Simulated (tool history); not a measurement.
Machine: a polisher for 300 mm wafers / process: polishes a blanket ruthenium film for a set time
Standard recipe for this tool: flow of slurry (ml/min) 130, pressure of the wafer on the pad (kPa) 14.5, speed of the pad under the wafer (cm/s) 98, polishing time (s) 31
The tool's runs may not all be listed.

run	hour	flow of slurry (ml/min)	pressure of the wafer on the pad (kPa)	speed of the pad under the wafer (cm/s)	polishing time (s)	incoming thickness of the incoming film, nm	film removed (angstrom)
1	0	130	14.5	98	31	300.3	402
2	54.2	130	14.5	98	31	299.4	393
3	160.9	100	14.5	98	31	298	369
4	214.6	100	14.5	98	31	299.2	375
5	294.6	100	14.5	98	31	301.3	359
# hour 320.8: worn pad replaced by a new one
# hour 365.4: slurry nozzle cleaned
6	393	130	14.5	98	31	304.7	413
7	435.5	130	14.5	98	31	300.5	406
8	495.1	130	12.4	98	31	296.4	360
9	549.9	130	14.5	98	31	294.7	399
# hour 592.1: head pressure recalibrated
10	611.9	130	14.5	98	31	300.7	384
11	667.4	130	14.5	98	31	298.2	392
12	747.3	130	14.5	98	31	302.1	395
13	819.8	130	14.5	98	31	299.1	385
14	888.1	130	11.7	78	31	298.3	269
# hour 946.9: worn pad replaced by a new one
15	964.1	130	11.7	78	31	305	271
16	1060	150	14.5	98	31	296.4	382
# hour 1116.8: slurry nozzle cleaned
17	1125.1	130	14.5	98	31	295.9	411
18	1219.2	130	14.5	78	20	305.8	205
19	1316.4	130	14.5	128	35	299.4	571
20	1401.7	95	14.5	74	31	304.4	287
21	1494.2	130	14.5	84	41	303.2	434
22	1569	115	9.7	98	36	301	347
23	1637.3	170	17.9	98	31	302.4	460
# hour 1697.7: worn pad replaced by a new one
24	1708.8	130	14.5	108	31	295.5	408
25	1791.1	130	14.5	112	36	305	501
# hour 1829.8: slurry nozzle cleaned
# hour 1865: head pressure recalibrated
26	1897.5	130	16.5	128	31	302	590
27	1967.1	175	12.4	124	35	306.5	536
28	2057.9	90	17.2	98	31	305.8	415
29	2097.4	130	14.5	98	31	304.1	400
30	2155	150	16.5	98	31	303.4	442
31	2241.8	145	17.9	112	24	299	399
# hour 2302: worn pad replaced by a new one
32	2303.3	130	14.5	98	31	301.5	390
33	2376.5	130	11.7	68	31	303.5	236
34	2470.3	130	14.5	98	31	300.7	376
35	2547.8	130	14.5	72	31	300.7	269
# hour 2573.1: slurry nozzle cleaned
36	2643.8	130	14.5	112	36	295.7	527
37	2724.9	130	14.5	74	31	299.6	302
38	2827	165	17.9	98	31	298.8	463

Exercise: give the hidden state of the tool at every run:
removal rate lost through wear of the pad, %: 0, the same for each run
deviation of the head's pressure from its setpoint, %: 0, the same for each run
H1: slurry flow missing at the pad, %
run	H1
1	12.9
2	16.1
3	22.5
4	25.8
5	30.6
6	4.83
7	7.38
8	11
9	14.3
10	18
11	21.3
12	26.1
13	30.5
14	34.6
15	39.2
16	44.9
17	3.36
18	9.01
19	14.9
20	20
21	25.5
22	30
23	34.1
24	38.4
25	43.4
26	6.27
27	10.4
28	15.9
29	18.3
30	21.7
31	27
32	30.7
33	35.1
34	40.7
35	45.3
36	5.15
37	10
38	16.2
